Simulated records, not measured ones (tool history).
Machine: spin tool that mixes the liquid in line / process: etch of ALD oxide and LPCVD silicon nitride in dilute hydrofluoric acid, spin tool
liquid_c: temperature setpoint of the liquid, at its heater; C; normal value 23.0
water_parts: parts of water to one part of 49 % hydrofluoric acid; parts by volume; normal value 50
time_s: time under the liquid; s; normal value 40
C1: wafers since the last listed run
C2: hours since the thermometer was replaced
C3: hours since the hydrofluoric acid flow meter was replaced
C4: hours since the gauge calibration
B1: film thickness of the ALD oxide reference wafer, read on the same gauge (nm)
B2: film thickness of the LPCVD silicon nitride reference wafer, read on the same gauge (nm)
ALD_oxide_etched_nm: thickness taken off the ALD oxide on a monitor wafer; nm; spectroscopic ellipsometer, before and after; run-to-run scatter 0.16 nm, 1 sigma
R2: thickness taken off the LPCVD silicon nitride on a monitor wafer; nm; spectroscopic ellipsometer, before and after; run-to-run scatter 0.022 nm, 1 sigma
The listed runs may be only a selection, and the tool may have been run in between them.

run 1 hour=0.0 | liquid_c=23.0 water_parts=50 time_s=40 | C1=0 C2=397.7 C3=402.8 C4=2311.3 | B1=30.03 B2=50.009 | ALD_oxide_etched_nm=27.29 R2=0.357
run 2 hour=184.5 | liquid_c=23.0 water_parts=50 time_s=40 | C1=1904 C2=582.2 C3=587.3 C4=2495.8 | B1=29.98 B2=49.997 | ALD_oxide_etched_nm=27.47 R2=0.352
run 3 hour=238.9 | liquid_c=23.0 water_parts=55 time_s=45 | C1=561 C2=636.6 C3=641.7 C4=2550.2 | B1=30.00 B2=49.988 | ALD_oxide_etched_nm=28.20 R2=0.363
run 4 hour=291.4 | liquid_c=23.0 water_parts=55 time_s=45 | C1=541 C2=689.1 C3=694.2 C4=2602.7 | B1=29.97 B2=50.001 | ALD_oxide_etched_nm=28.48 R2=0.429
run 5 hour=347.8 | liquid_c=23.0 water_parts=55 time_s=45 | C1=582 C2=745.5 C3=750.6 C4=2659.1 | B1=30.05 B2=50.006 | ALD_oxide_etched_nm=28.46 R2=0.318
-- hour=369.4 thermometer replaced
-- hour=485.8 hydrofluoric acid flow meter replaced
run 6 hour=639.7 | liquid_c=23.0 water_parts=50 time_s=40 | C1=2991 C2=270.3 C3=153.9 C4=2951.0 | B1=29.94 B2=50.007 | ALD_oxide_etched_nm=27.06 R2=0.363
run 7 hour=770.5 | liquid_c=18.0 water_parts=50 time_s=50 | C1=1349 C2=401.1 C3=284.7 C4=3081.8 | B1=30.00 B2=49.992 | ALD_oxide_etched_nm=27.40 R2=0.315
run 8 hour=852.8 | liquid_c=26.0 water_parts=65 time_s=30 | C1=849 C2=483.4 C3=367.0 C4=3164.1 | B1=29.99 B2=49.982 | ALD_oxide_etched_nm=17.59 R2=0.226
-- hour=1117.6 thermometer replaced
run 9 hour=1141.6 | liquid_c=23.0 water_parts=70 time_s=40 | C1=2970 C2=24.0 C3=655.8 C4=3452.9 | B1=29.99 B2=49.996 | ALD_oxide_etched_nm=18.37 R2=0.237
run 10 hour=1217.7 | liquid_c=18.0 water_parts=25 time_s=50 | C1=785 C2=100.1 C3=731.9 C4=3529.0 | B1=29.98 B2=50.024 | ALD_oxide_etched_nm=56.07 R2=0.567
run 11 hour=1270.8 | liquid_c=26.0 water_parts=35 time_s=20 | C1=547 C2=153.2 C3=785.0 C4=3582.1 | B1=30.02 B2=50.010 | ALD_oxide_etched_nm=21.91 R2=0.253
-- hour=1296.5 gauge calibrated
run 12 hour=1335.0 | liquid_c=20.5 water_parts=40 time_s=40 | C1=662 C2=217.4 C3=849.2 C4=38.5 | B1=30.00 B2=49.981 | ALD_oxide_etched_nm=30.63 R2=0.378
run 13 hour=1395.3 | liquid_c=21.5 water_parts=50 time_s=35 | C1=622 C2=277.7 C3=909.5 C4=98.8 | B1=30.05 B2=50.005 | ALD_oxide_etched_nm=22.15 R2=0.273
-- hour=1425.1 hydrofluoric acid flow meter replaced
run 14 hour=1454.6 | liquid_c=24.5 water_parts=75 time_s=40 | C1=601 C2=337.0 C3=29.5 C4=158.1 | B1=29.98 B2=49.993 | ALD_oxide_etched_nm=18.60 R2=0.231
run 15 hour=1497.6 | liquid_c=26.0 water_parts=50 time_s=40 | C1=443 C2=380.0 C3=72.5 C4=201.1 | B1=29.96 B2=49.982 | ALD_oxide_etched_nm=31.05 R2=0.391
run 16 hour=1569.1 | liquid_c=27.0 water_parts=60 time_s=55 | C1=737 C2=451.5 C3=144.0 C4=272.6 | B1=29.99 B2=50.003 | ALD_oxide_etched_nm=36.32 R2=0.575
run 17 hour=1670.7 | liquid_c=21.0 water_parts=40 time_s=30 | C1=1048 C2=553.1 C3=245.6 C4=374.2 | B1=29.99 B2=50.011 | ALD_oxide_etched_nm=24.21 R2=0.276
run 18 hour=1750.3 | liquid_c=27.5 water_parts=75 time_s=55 | C1=821 C2=632.7 C3=325.2 C4=453.8 | B1=30.02 B2=50.013 | ALD_oxide_etched_nm=29.66 R2=0.402
-- hour=1752.3 thermometer replaced
run 19 hour=1789.0 | liquid_c=25.0 water_parts=75 time_s=40 | C1=389 C2=36.7 C3=363.9 C4=492.5 | B1=30.00 B2=50.002 | ALD_oxide_etched_nm=18.64 R2=0.227
run 20 hour=1872.6 | liquid_c=23.0 water_parts=50 time_s=40 | C1=862 C2=120.3 C3=447.5 C4=576.1 | B1=30.03 B2=50.001 | ALD_oxide_etched_nm=26.78 R2=0.386
run 21 hour=1913.6 | liquid_c=20.5 water_parts=40 time_s=40 | C1=423 C2=161.3 C3=488.5 C4=617.1 | B1=29.93 B2=49.997 | ALD_oxide_etched_nm=30.62 R2=0.373
run 22 hour=1998.6 | liquid_c=20.5 water_parts=35 time_s=30 | C1=877 C2=246.3 C3=573.5 C4=702.1 | B1=29.95 B2=49.993 | ALD_oxide_etched_nm=26.66 R2=0.302
run 23 hour=2094.4 | liquid_c=23.0 water_parts=30 time_s=20 | C1=988 C2=342.1 C3=669.3 C4=797.9 | B1=30.05 B2=50.005 | ALD_oxide_etched_nm=23.27 R2=0.287
run 24 hour=2134.3 | liquid_c=20.0 water_parts=45 time_s=40 | C1=411 C2=382.0 C3=709.2 C4=837.8 | B1=30.00 B2=50.016 | ALD_oxide_etched_nm=27.24 R2=0.351
run 25 hour=2175.4 | liquid_c=25.5 water_parts=50 time_s=40 | C1=424 C2=423.1 C3=750.3 C4=878.9 | B1=30.05 B2=50.047 | ALD_oxide_etched_nm=30.63 R2=0.424
run 26 hour=2223.4 | liquid_c=24.5 water_parts=75 time_s=40 | C1=495 C2=471.1 C3=798.3 C4=926.9 | B1=30.04 B2=49.992 | ALD_oxide_etched_nm=19.05 R2=0.241

Forecast each of these 4 alternatives for the next run:
run A hour=2223.8 | liquid_c=18.0 water_parts=50 time_s=40 | C1=4 C2=471.5 C3=798.7 C4=927.3 | B1=? B2=? | ALD_oxide_etched_nm=? R2=?
run B hour=2223.8 | liquid_c=21.0 water_parts=35 time_s=25 | C1=4 C2=471.5 C3=798.7 C4=927.3 | B1=? B2=? | ALD_oxide_etched_nm=? R2=?
run C hour=2223.8 | liquid_c=23.0 water_parts=35 time_s=30 | C1=4 C2=471.5 C3=798.7 C4=927.3 | B1=? B2=? | ALD_oxide_etched_nm=? R2=?
run D hour=2223.8 | liquid_c=27.5 water_parts=75 time_s=25 | C1=4 C2=471.5 C3=798.7 C4=927.3 | B1=? B2=? | ALD_oxide_etched_nm=? R2=?

run=A B1=29.99 B2=50.012 ALD_oxide_etched_nm=22.33 R2=0.257
run=B B1=29.99 B2=50.012 ALD_oxide_etched_nm=23.07 R2=0.279
run=C B1=29.99 B2=50.012 ALD_oxide_etched_nm=30.10 R2=0.384
run=D B1=29.99 B2=50.012 ALD_oxide_etched_nm=13.26 R2=0.204
With the hidden condition removed and each run's random variation left untouched, the same runs would have given:
run=A ALD_oxide_etched_nm=21.21 R2=0.236
run=B ALD_oxide_etched_nm=21.92 R2=0.257
run=C ALD_oxide_etched_nm=28.63 R2=0.354
run=D ALD_oxide_etched_nm=12.66 R2=0.189
